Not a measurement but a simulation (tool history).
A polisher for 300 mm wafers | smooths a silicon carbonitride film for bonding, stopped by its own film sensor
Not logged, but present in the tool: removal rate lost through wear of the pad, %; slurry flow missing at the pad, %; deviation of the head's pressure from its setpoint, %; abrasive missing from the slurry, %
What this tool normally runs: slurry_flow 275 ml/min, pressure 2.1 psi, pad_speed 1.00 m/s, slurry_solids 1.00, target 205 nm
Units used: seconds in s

run,hour,slurry_flow,pressure,pad_speed,slurry_solids,target,wafers since the last listed run,wafers polished on this pad,hours since the slurry nozzle was cleaned,hours since the head pressure was calibrated,hours since the slurry blender was calibrated,"incoming thickness of the incoming film, nm",seconds
1,0.0,340,2.1,1.00,1.00,205,0,715,30.2,915.1,212.7,223.2,53.8
# hour 5.9: worn pad replaced by a new one
2,11.0,340,2.1,1.00,1.00,205,75,54,41.2,926.1,223.7,220.4,46.6
3,28.8,275,2.1,1.00,1.00,205,192,247,59.0,943.9,241.5,221.8,51.2
4,35.0,275,2.1,1.00,0.80,205,66,314,65.2,950.1,247.7,219.9,50.4
5,46.0,275,2.1,1.00,0.80,205,118,432,76.2,961.1,258.7,221.9,58.7
6,61.3,275,2.1,1.00,0.80,205,165,598,91.5,976.4,274.0,222.4,60.3
7,68.5,275,1.9,1.00,1.00,205,77,675,98.7,983.6,281.2,222.3,59.3
8,78.9,275,1.9,1.00,1.00,205,112,788,109.1,994.0,291.6,219.6,51.1
9,86.6,275,1.9,1.00,1.00,205,83,871,116.8,1001.7,299.3,219.4,50.0
# hour 92.6: worn pad replaced by a new one
10,98.6,275,2.1,1.26,1.00,205,86,65,128.8,1013.7,311.3,220.3,43.7
11,112.2,275,2.1,1.26,1.00,205,146,211,142.4,1027.3,324.9,219.5,41.1
12,128.2,250,2.1,1.00,1.00,205,172,384,158.4,1043.3,340.9,221.9,56.0
13,135.7,275,2.1,1.00,1.20,205,80,465,165.9,1050.8,348.4,217.2,36.6
14,150.7,275,2.1,1.00,1.20,205,161,627,180.9,1065.8,363.4,220.1,45.6
15,163.4,275,2.1,1.00,1.00,210,137,764,193.6,1078.5,376.1,217.0,22.5
# hour 180.0: slurry blender recalibrated
16,180.5,275,1.6,1.00,1.00,205,163,928,210.7,1095.6,0.5,224.0,79.2
# hour 188.5: worn pad replaced by a new one
17,195.6,235,2.1,1.18,0.90,207,119,76,225.8,1110.7,15.6,221.5,45.7
# hour 210.4: head pressure recalibrated
18,212.2,275,1.7,1.00,0.80,201,157,233,242.4,1.8,32.2,221.4,97.1
19,224.6,275,2.1,1.00,0.90,205,133,367,254.8,14.2,44.6,215.4,39.4
# hour 229.7: slurry nozzle cleaned
20,258.5,275,1.5,1.00,1.00,205,355,723,28.8,48.1,78.5,219.8,68.9
# hour 269.3: worn pad replaced by a new one
21,269.8,225,2.1,1.00,1.00,205,78,4,40.1,59.4,89.8,217.5,42.5
22,281.6,275,2.1,1.00,1.00,201,127,132,51.9,71.2,101.6,220.6,64.9
23,299.6,275,2.1,1.00,1.00,205,194,326,69.9,89.2,119.6,216.6,39.1
24,308.3,275,2.1,1.00,1.00,208,93,420,78.6,97.9,128.3,219.9,40.4
25,316.7,275,2.1,1.00,1.00,205,90,511,87.0,106.3,136.7,223.2,61.9
26,331.8,275,2.1,1.00,1.00,205,163,674,102.1,121.4,151.8,220.0,51.9
27,338.0,275,2.1,0.64,1.15,205,66,741,108.3,127.6,158.0,220.8,62.5
28,355.7,275,1.5,0.90,1.00,205,191,932,126.0,145.3,175.7,219.8,76.6
# hour 366.4: worn pad replaced by a new one
29,366.9,275,2.1,1.00,1.00,205,77,5,137.2,156.5,186.9,219.5,51.4

List, for all runs, the conditions of the tool that the log does not record:
removal rate lost through wear of the pad, %: 0, the same for each run
abrasive missing from the slurry, %: 0, the same for each run
H1: slurry flow missing at the pad, %
H2: deviation of the head's pressure from its setpoint, %
run,H1,H2
1,16.5,8.23
2,20.2,8.34
3,25.1,8.52
4,26.6,8.58
5,28.9,8.69
6,31.7,8.85
7,32.9,8.92
8,34.3,9.03
9,35.3,9.1
10,36.6,9.23
11,37.9,9.36
12,39.2,9.52
13,39.7,9.6
14,40.6,9.75
15,41.3,9.88
16,42,10.1
17,42.5,10.2
18,43,-0.806
19,43.2,-0.681
20,16.2,-0.338
21,20,-0.224
22,23.5,-0.105
23,27.8,0.0773
24,29.6,0.165
25,31.2,0.25
26,33.6,0.403
27,34.4,0.466
28,36.6,0.645
29,37.7,0.758

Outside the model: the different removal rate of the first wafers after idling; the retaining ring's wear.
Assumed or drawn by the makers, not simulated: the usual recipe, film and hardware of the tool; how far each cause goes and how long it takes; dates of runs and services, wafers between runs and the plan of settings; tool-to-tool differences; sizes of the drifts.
